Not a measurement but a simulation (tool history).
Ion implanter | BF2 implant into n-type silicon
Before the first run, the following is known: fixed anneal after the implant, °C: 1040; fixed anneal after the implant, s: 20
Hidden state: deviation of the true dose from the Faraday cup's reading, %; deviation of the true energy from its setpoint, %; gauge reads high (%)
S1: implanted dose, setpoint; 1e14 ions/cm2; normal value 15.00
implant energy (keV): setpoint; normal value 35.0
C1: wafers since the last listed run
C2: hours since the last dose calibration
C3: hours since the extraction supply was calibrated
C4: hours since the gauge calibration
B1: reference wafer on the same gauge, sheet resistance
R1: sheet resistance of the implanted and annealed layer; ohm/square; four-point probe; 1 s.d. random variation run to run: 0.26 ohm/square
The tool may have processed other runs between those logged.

Run 1, day 0.000: usual settings; C1 0; C2 505.3; C3 5668.2; C4 1527.1; B1 136.92. Result: R1 117.55 ohm/square.
Run 2, day 1.746: usual settings; C1 803; C2 547.2; C3 5710.1; C4 1569.0; B1 137.09. Result: R1 117.05 ohm/square.
Run 3, day 6.146: usual settings; C1 2025; C2 652.8; C3 5815.7; C4 1674.6; B1 137.02. Result: R1 117.31 ohm/square.
Run 4, day 10.529: usual settings but S1 16.14 1e14 ions/cm2; C1 2017; C2 758.0; C3 5920.9; C4 1779.8; B1 136.94. Result: R1 114.91 ohm/square.
Run 5, day 13.688: usual settings but S1 16.14 1e14 ions/cm2; C1 1453; C2 833.8; C3 5996.7; C4 1855.6; B1 137.05. Result: R1 114.63 ohm/square.
Run 6, day 17.708: usual settings but S1 16.14 1e14 ions/cm2; C1 1850; C2 930.3; C3 6093.2; C4 1952.1; B1 137.07. Result: R1 115.04 ohm/square.
Run 7, day 20.550: usual settings but S1 15.99 1e14 ions/cm2; C1 1308; C2 998.5; C3 6161.4; C4 2020.3; B1 136.88. Result: R1 115.25 ohm/square.
Run 8, day 22.554: usual settings; C1 922; C2 1046.6; C3 6209.5; C4 2068.4; B1 137.00. Result: R1 118.12 ohm/square.
Run 9, day 25.192: usual settings; C1 1214; C2 1109.9; C3 6272.8; C4 2131.7; B1 137.01. Result: R1 118.05 ohm/square.
Run 10, day 28.392: usual settings but S1 12.38 1e14 ions/cm2; C1 1473; C2 1186.7; C3 6349.6; C4 2208.5; B1 136.99. Result: R1 130.07 ohm/square.
At day 31.296: gauge calibrated.
Run 11, day 32.333: usual settings but S1 12.38 1e14 ions/cm2; C1 1814; C2 1281.3; C3 6444.2; C4 24.9; B1 136.98. Result: R1 130.64 ohm/square.
At day 34.642: Faraday cup replaced and dose calibrated.
Run 12, day 36.462: usual settings but S1 12.38 1e14 ions/cm2; C1 1747; C2 43.7; C3 6543.3; C4 124.0; B1 136.85. Result: R1 126.37 ohm/square.
Run 13, day 38.817: usual settings but S1 11.46 1e14 ions/cm2; C1 1083; C2 100.2; C3 6599.8; C4 180.5; B1 136.94. Result: R1 132.47 ohm/square.
Run 14, day 40.583: usual settings but implant energy (keV) 29.5; C1 813; C2 142.6; C3 6642.2; C4 222.9; B1 137.20. Result: R1 123.92 ohm/square.
Run 15, day 53.508: usual settings but implant energy (keV) 29.5; C1 5949; C2 452.8; C3 6952.4; C4 533.1; B1 136.98. Result: R1 123.60 ohm/square.
At day 55.938: extraction supply calibrated.
Run 16, day 56.658: usual settings; C1 1296; C2 528.4; C3 17.3; C4 608.7; B1 137.09. Result: R1 117.05 ohm/square.
Run 17, day 61.042: usual settings but S1 16.43 1e14 ions/cm2, implant energy (keV) 31.0; C1 2017; C2 633.6; C3 122.5; C4 713.9; B1 137.03. Result: R1 119.01 ohm/square.
Run 18, day 63.779: usual settings but S1 12.03 1e14 ions/cm2, implant energy (keV) 23.0; C1 1260; C2 699.3; C3 188.2; C4 779.6; B1 137.09. Result: R1 147.20 ohm/square.
Run 19, day 67.538: usual settings but S1 10.69 1e14 ions/cm2, implant energy (keV) 45.5; C1 1730; C2 789.5; C3 278.4; C4 869.8; B1 136.99. Result: R1 131.93 ohm/square.
Run 20, day 70.742: usual settings but S1 19.01 1e14 ions/cm2, implant energy (keV) 26.0; C1 1475; C2 866.4; C3 355.3; C4 946.7; B1 137.06. Result: R1 122.68 ohm/square.
Run 21, day 72.296: usual settings but S1 12.12 1e14 ions/cm2, implant energy (keV) 46.0; C1 715; C2 903.7; C3 392.6; C4 984.0; B1 136.91. Result: R1 121.30 ohm/square.
Run 22, day 76.571: usual settings but S1 11.45 1e14 ions/cm2, implant energy (keV) 32.0; C1 1967; C2 1006.3; C3 495.2; C4 1086.6; B1 137.07. Result: R1 138.10 ohm/square.
Run 23, day 79.154: usual settings but S1 19.09 1e14 ions/cm2, implant energy (keV) 31.0; C1 1189; C2 1068.3; C3 557.2; C4 1148.6; B1 137.11. Result: R1 115.35 ohm/square.
Run 24, day 81.400: usual settings but S1 13.64 1e14 ions/cm2, implant energy (keV) 31.0; C1 1033; C2 1122.2; C3 611.1; C4 1202.5; B1 136.92. Result: R1 127.88 ohm/square.
Run 25, day 83.833: usual settings but S1 17.39 1e14 ions/cm2; C1 1120; C2 1180.6; C3 669.5; C4 1260.9; B1 137.04. Result: R1 112.65 ohm/square.
Run 26, day 85.646: usual settings but S1 11.45 1e14 ions/cm2, implant energy (keV) 32.0; C1 834; C2 1224.1; C3 713.0; C4 1304.4; B1 137.01. Result: R1 138.99 ohm/square.
At day 86.842: Faraday cup replaced and dose calibrated.
Run 27, day 89.538: usual settings but S1 16.14 1e14 ions/cm2; C1 1638; C2 64.7; C3 806.4; C4 1397.8; B1 136.89. Result: R1 114.09 ohm/square.
Run 28, day 92.292: usual settings but S1 19.27 1e14 ions/cm2, implant energy (keV) 41.5; C1 1267; C2 130.8; C3 872.5; C4 1463.9; B1 136.91. Result: R1 101.47 ohm/square.
Run 29, day 96.425: usual settings but S1 18.16 1e14 ions/cm2; C1 1902; C2 230.0; C3 971.7; C4 1563.1; B1 136.95. Result: R1 110.61 ohm/square.
Run 30, day 98.871: usual settings but S1 17.15 1e14 ions/cm2, implant energy (keV) 45.0; C1 1125; C2 288.7; C3 1030.4; C4 1621.8; B1 137.13. Result: R1 101.99 ohm/square.
Run 31, day 102.254: usual settings; C1 1557; C2 369.9; C3 1111.6; C4 1703.0; B1 137.00. Result: R1 117.07 ohm/square.
Run 32, day 105.408: usual settings but S1 12.30 1e14 ions/cm2, implant energy (keV) 27.5; C1 1451; C2 445.6; C3 1187.3; C4 1778.7; B1 137.05. Result: R1 137.61 ohm/square.
Run 33, day 107.754: usual settings; C1 1079; C2 501.9; C3 1243.6; C4 1835.0; B1 136.82. Result: R1 116.99 ohm/square.
Run 34, day 110.154: usual settings but S1 16.51 1e14 ions/cm2, implant energy (keV) 24.5; C1 1104; C2 559.5; C3 1301.2; C4 1892.6; B1 137.04. Result: R1 129.10 ohm/square.
Run 35, day 114.092: usual settings but implant energy (keV) 23.0; C1 1812; C2 654.0; C3 1395.7; C4 1987.1; B1 137.00. Result: R1 135.60 ohm/square.
At day 115.621: gauge calibrated.
Run 36, day 118.071: usual settings but S1 11.47 1e14 ions/cm2, implant energy (keV) 28.5; C1 1831; C2 749.5; C3 1491.2; C4 58.8; B1 137.08. Result: R1 141.26 ohm/square.
Run 37, day 121.025: usual settings but S1 18.00 1e14 ions/cm2, implant energy (keV) 29.0; C1 1359; C2 820.4; C3 1562.1; C4 129.7; B1 137.04. Result: R1 119.40 ohm/square.

What if the next run were any one of these 4? Each begins from the tool's condition after run 37:
Run A, day 121.042: usual settings; C1 7; C2 820.8; C3 1562.5; C4 130.1; B1 ?. Result: R1 ?.
Run B, day 121.042: usual settings but S1 11.81 1e14 ions/cm2, implant energy (keV) 39.0; C1 7; C2 820.8; C3 1562.5; C4 130.1; B1 ?. Result: R1 ?.
Run C, day 121.042: usual settings but S1 17.23 1e14 ions/cm2, implant energy (keV) 28.0; C1 7; C2 820.8; C3 1562.5; C4 130.1; B1 ?. Result: R1 ?.
Run D, day 121.042: usual settings but S1 11.52 1e14 ions/cm2, implant energy (keV) 31.0; C1 7; C2 820.8; C3 1562.5; C4 130.1; B1 ?. Result: R1 ?.

run      B1      R1
  A  136.83  118.16
  B  136.83  128.61
  C  136.83  122.59
  D  136.83  138.57
With no hidden state in the tool, these same runs would have given:
run      R1
  A  117.25
  B  126.99
  C  121.98
  D  136.95
